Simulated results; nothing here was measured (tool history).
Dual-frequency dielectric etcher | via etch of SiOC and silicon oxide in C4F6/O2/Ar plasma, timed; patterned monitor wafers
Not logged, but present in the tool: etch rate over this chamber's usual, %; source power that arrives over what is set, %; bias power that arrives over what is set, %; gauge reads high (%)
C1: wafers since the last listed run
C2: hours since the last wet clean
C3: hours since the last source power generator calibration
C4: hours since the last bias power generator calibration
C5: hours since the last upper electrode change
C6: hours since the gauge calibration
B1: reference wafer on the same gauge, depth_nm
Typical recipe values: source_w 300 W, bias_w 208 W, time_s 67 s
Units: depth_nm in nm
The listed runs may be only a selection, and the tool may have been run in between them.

{"run": 1, "hour": 0.0, "source_w": 330, "bias_w": 208, "time_s": 67, "C1": 0, "C2": 30.7, "C3": 3855.2, "C4": 3958.8, "C5": 5315, "C6": 656.1, "B1": 71.1, "depth_nm": 72.1}
{"run": 2, "hour": 43.8, "source_w": 330, "bias_w": 208, "time_s": 67, "C1": 552, "C2": 74.5, "C3": 3899, "C4": 4002.6, "C5": 5358.8, "C6": 699.9, "B1": 71.1, "depth_nm": 72.1}
{"run": 3, "hour": 88.6, "source_w": 330, "bias_w": 208, "time_s": 67, "C1": 565, "C2": 119.3, "C3": 3943.8, "C4": 4047.4, "C5": 5403.6, "C6": 744.7, "B1": 71.1, "depth_nm": 72.4}
{"run": 4, "hour": 129.4, "source_w": 300, "bias_w": 240, "time_s": 67, "C1": 515, "C2": 160.1, "C3": 3984.6, "C4": 4088.2, "C5": 5444.4, "C6": 785.5, "B1": 71.1, "depth_nm": 74.3}
{"run": 5, "hour": 196.0, "source_w": 300, "bias_w": 208, "time_s": 67, "C1": 840, "C2": 226.7, "C3": 4051.2, "C4": 4154.8, "C5": 5511, "C6": 852.1, "B1": 71.1, "depth_nm": 69.8}
{"run": 6, "hour": 255.2, "source_w": 300, "bias_w": 208, "time_s": 67, "C1": 747, "C2": 285.9, "C3": 4110.4, "C4": 4214, "C5": 5570.2, "C6": 911.3, "B1": 71.1, "depth_nm": 69.9}
{"run": 7, "hour": 322.1, "source_w": 300, "bias_w": 208, "time_s": 67, "C1": 844, "C2": 352.8, "C3": 4177.3, "C4": 4280.9, "C5": 5637.1, "C6": 978.2, "B1": 71.1, "depth_nm": 70.1}
{"hour": 353.3, "done": "wet clean of the chamber"}
{"run": 8, "hour": 353.8, "source_w": 300, "bias_w": 208, "time_s": 67, "C1": 97, "C2": 0.5, "C3": 4209, "C4": 4312.6, "C5": 5668.8, "C6": 1009.9, "B1": 71.1, "depth_nm": 69.2}
{"run": 9, "hour": 415.9, "source_w": 300, "bias_w": 208, "time_s": 67, "C1": 784, "C2": 62.6, "C3": 4271.1, "C4": 4374.7, "C5": 5730.9, "C6": 1072, "B1": 71.1, "depth_nm": 69.3}
{"hour": 447.8, "done": "gauge calibrated"}
{"run": 10, "hour": 475.0, "source_w": 300, "bias_w": 208, "time_s": 67, "C1": 746, "C2": 121.7, "C3": 4330.2, "C4": 4433.8, "C5": 5790, "C6": 27.2, "B1": 71.1, "depth_nm": 69.7}
{"run": 11, "hour": 538.3, "source_w": 280, "bias_w": 208, "time_s": 67, "C1": 799, "C2": 185, "C3": 4393.5, "C4": 4497.1, "C5": 5853.3, "C6": 90.5, "B1": 71.1, "depth_nm": 68}
{"run": 12, "hour": 576.6, "source_w": 280, "bias_w": 208, "time_s": 67, "C1": 483, "C2": 223.3, "C3": 4431.8, "C4": 4535.4, "C5": 5891.6, "C6": 128.8, "B1": 71.1, "depth_nm": 67.9}
{"hour": 638.5, "done": "source power generator calibrated"}
{"hour": 655.1, "done": "upper electrode replaced"}
{"hour": 669.7, "done": "bias power generator calibrated"}
{"hour": 679.5, "done": "wet clean of the chamber"}
{"run": 13, "hour": 680.0, "source_w": 300, "bias_w": 259, "time_s": 59, "C1": 872, "C2": 0.5, "C3": 41.5, "C4": 10.3, "C5": 24.9, "C6": 232.2, "B1": 71.1, "depth_nm": 68.9}
{"run": 14, "hour": 680.3, "source_w": 300, "bias_w": 208, "time_s": 67, "C1": 3, "C2": 0.8, "C3": 41.8, "C4": 10.6, "C5": 25.2, "C6": 232.5, "B1": 71.1, "depth_nm": 71.1}
{"run": 15, "hour": 710.2, "source_w": 300, "bias_w": 208, "time_s": 84, "C1": 377, "C2": 30.7, "C3": 71.7, "C4": 40.5, "C5": 55.1, "C6": 262.4, "B1": 71.1, "depth_nm": 89}
{"run": 16, "hour": 742.3, "source_w": 300, "bias_w": 208, "time_s": 84, "C1": 405, "C2": 62.8, "C3": 103.8, "C4": 72.6, "C5": 87.2, "C6": 294.5, "B1": 71.1, "depth_nm": 88.9}
{"run": 17, "hour": 805.4, "source_w": 280, "bias_w": 168, "time_s": 54.5, "C1": 796, "C2": 125.9, "C3": 166.9, "C4": 135.7, "C5": 150.3, "C6": 357.6, "B1": 71.1, "depth_nm": 51.4}
{"run": 18, "hour": 872.9, "source_w": 300, "bias_w": 208, "time_s": 67, "C1": 852, "C2": 193.4, "C3": 234.4, "C4": 203.2, "C5": 217.8, "C6": 425.1, "B1": 71.1, "depth_nm": 71.1}
{"run": 19, "hour": 932.2, "source_w": 270, "bias_w": 208, "time_s": 59, "C1": 748, "C2": 252.7, "C3": 293.7, "C4": 262.5, "C5": 277.1, "C6": 484.4, "B1": 71.1, "depth_nm": 60.4}
{"run": 20, "hour": 957.0, "source_w": 330, "bias_w": 254, "time_s": 84.5, "C1": 313, "C2": 277.5, "C3": 318.5, "C4": 287.3, "C5": 301.9, "C6": 509.2, "B1": 71.1, "depth_nm": 101.4}
{"run": 21, "hour": 1028.5, "source_w": 360, "bias_w": 180, "time_s": 85.5, "C1": 902, "C2": 349, "C3": 390, "C4": 358.8, "C5": 373.4, "C6": 580.7, "B1": 71.1, "depth_nm": 91.6}
{"hour": 1065.8, "done": "wet clean of the chamber"}
{"run": 22, "hour": 1097.6, "source_w": 300, "bias_w": 208, "time_s": 67, "C1": 569, "C2": 31.8, "C3": 459.1, "C4": 427.9, "C5": 442.5, "C6": 649.8, "B1": 71.1, "depth_nm": 71}
{"run": 23, "hour": 1158.4, "source_w": 280, "bias_w": 226, "time_s": 74, "C1": 767, "C2": 92.6, "C3": 519.9, "C4": 488.7, "C5": 503.3, "C6": 710.6, "B1": 71.1, "depth_nm": 79.3}
{"run": 24, "hour": 1212.9, "source_w": 260, "bias_w": 226, "time_s": 86, "C1": 688, "C2": 147.1, "C3": 574.4, "C4": 543.2, "C5": 557.8, "C6": 765.1, "B1": 71.1, "depth_nm": 89.8}

Selected run-to-run steps in depth_nm, each split into two signed amounts: the part the tool would show with no hidden state at all (from settings, incoming material and random variation), and the remainder, which goes to the hidden state together with any gauge scatter not common to the measured and the hidden-state-free results:
Run 12 -> 13: source_w 280 -> 300, bias_w 208 -> 259, time_s 67 -> 59, source power generator calibrated, upper electrode replaced, bias power generator calibrated, wet clean of the chamber. depth_nm +1 nm: hidden state +1.4, all else -0.4.
Run 16 -> 17: source_w 300 -> 280, bias_w 208 -> 168, time_s 84 -> 54.5. depth_nm -37.5 nm: hidden state -0.1, all else -37.4.
Run 19 -> 20: source_w 270 -> 330, bias_w 208 -> 254, time_s 59 -> 84.5. depth_nm +41 nm: hidden state +0.3, all else +40.7.
Run 21 -> 22: source_w 360 -> 300, bias_w 180 -> 208, time_s 85.5 -> 67, wet clean of the chamber. depth_nm -20.6 nm: hidden state -0.8, all else -19.8.
